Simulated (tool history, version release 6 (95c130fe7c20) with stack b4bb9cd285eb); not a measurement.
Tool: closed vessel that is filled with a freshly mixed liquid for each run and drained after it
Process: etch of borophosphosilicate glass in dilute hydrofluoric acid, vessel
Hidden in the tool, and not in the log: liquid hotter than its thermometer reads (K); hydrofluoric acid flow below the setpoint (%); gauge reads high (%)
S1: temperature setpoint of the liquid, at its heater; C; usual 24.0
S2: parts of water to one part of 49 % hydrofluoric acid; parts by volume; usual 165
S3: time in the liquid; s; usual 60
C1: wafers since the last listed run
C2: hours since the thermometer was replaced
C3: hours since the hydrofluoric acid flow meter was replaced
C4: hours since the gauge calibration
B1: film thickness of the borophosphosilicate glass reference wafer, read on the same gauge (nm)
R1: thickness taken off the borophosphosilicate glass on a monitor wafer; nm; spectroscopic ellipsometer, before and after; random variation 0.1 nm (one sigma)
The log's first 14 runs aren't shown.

run 15 hour=952.2 | S1=24.0 S2=165 S3=75 | C1=3174 C2=2072.3 C3=353.7 C4=803.4 | B1=120.00 | R1=14.85
run 16 hour=998.1 | S1=24.0 S2=165 S3=60 | C1=3906 C2=2118.2 C3=399.6 C4=849.3 | B1=119.99 | R1=11.80
run 17 hour=1028.8 | S1=25.5 S2=165 S3=45 | C1=2613 C2=2148.9 C3=430.3 C4=880.0 | B1=120.04 | R1=9.35
run 18 hour=1054.2 | S1=28.5 S2=165 S3=80 | C1=2161 C2=2174.3 C3=455.7 C4=905.4 | B1=119.97 | R1=18.65
run 19 hour=1080.7 | S1=24.0 S2=165 S3=60 | C1=2255 C2=2200.8 C3=482.2 C4=931.9 | B1=119.98 | R1=12.04
-- hour=1134.9 thermometer replaced
run 20 hour=1148.6 | S1=20.0 S2=165 S3=30 | C1=5694 C2=13.7 C3=550.1 C4=999.8 | B1=119.98 | R1=5.09
run 21 hour=1196.8 | S1=26.0 S2=140 S3=70 | C1=4102 C2=61.9 C3=598.3 C4=1048.0 | B1=119.97 | R1=18.11
run 22 hour=1254.0 | S1=27.0 S2=120 S3=50 | C1=4868 C2=119.1 C3=655.5 C4=1105.2 | B1=120.00 | R1=15.89
-- hour=1261.2 gauge calibrated
run 23 hour=1308.4 | S1=22.0 S2=165 S3=50 | C1=4630 C2=173.5 C3=709.9 C4=47.2 | B1=120.02 | R1=9.00
run 24 hour=1375.2 | S1=24.0 S2=165 S3=60 | C1=5685 C2=240.3 C3=776.7 C4=114.0 | B1=119.99 | R1=11.99
run 25 hour=1437.5 | S1=24.0 S2=130 S3=70 | C1=5302 C2=302.6 C3=839.0 C4=176.3 | B1=120.06 | R1=18.02
run 26 hour=1487.6 | S1=24.0 S2=165 S3=60 | C1=4264 C2=352.7 C3=889.1 C4=226.4 | B1=120.02 | R1=11.61
run 27 hour=1531.8 | S1=28.5 S2=125 S3=75 | C1=3762 C2=396.9 C3=933.3 C4=270.6 | B1=120.02 | R1=23.77
run 28 hour=1590.0 | S1=22.5 S2=95 S3=85 | C1=4953 C2=455.1 C3=991.5 C4=328.8 | B1=119.98 | R1=29.61
run 29 hour=1639.4 | S1=24.0 S2=165 S3=60 | C1=4204 C2=504.5 C3=1040.9 C4=378.2 | B1=120.02 | R1=11.59
run 30 hour=1709.9 | S1=28.5 S2=140 S3=35 | C1=6000 C2=575.0 C3=1111.4 C4=448.7 | B1=119.99 | R1=9.71
run 31 hour=1746.9 | S1=24.0 S2=165 S3=60 | C1=3149 C2=612.0 C3=1148.4 C4=485.7 | B1=120.01 | R1=11.55
run 32 hour=1786.8 | S1=24.0 S2=100 S3=60 | C1=3396 C2=651.9 C3=1188.3 C4=525.6 | B1=120.01 | R1=20.63
run 33 hour=1838.2 | S1=24.0 S2=125 S3=45 | C1=4374 C2=703.3 C3=1239.7 C4=577.0 | B1=119.98 | R1=12.00

Forecast each of these 3 alternatives for the next run:
run A hour=1838.9 | S1=24.0 S2=215 S3=60 | C1=59 C2=704.0 C3=1240.4 C4=577.7 | B1=? | R1=?
run B hour=1838.9 | S1=27.5 S2=165 S3=50 | C1=59 C2=704.0 C3=1240.4 C4=577.7 | B1=? | R1=?
run C hour=1838.9 | S1=20.5 S2=135 S3=85 | C1=59 C2=704.0 C3=1240.4 C4=577.7 | B1=? | R1=?

run=A B1=119.98 R1=8.45
run=B B1=119.98 R1=11.05
run=C B1=119.98 R1=18.21
Without the tool's hidden state the same runs would have given:
run=A R1=8.85
run=B R1=11.55
run=C R1=19.01
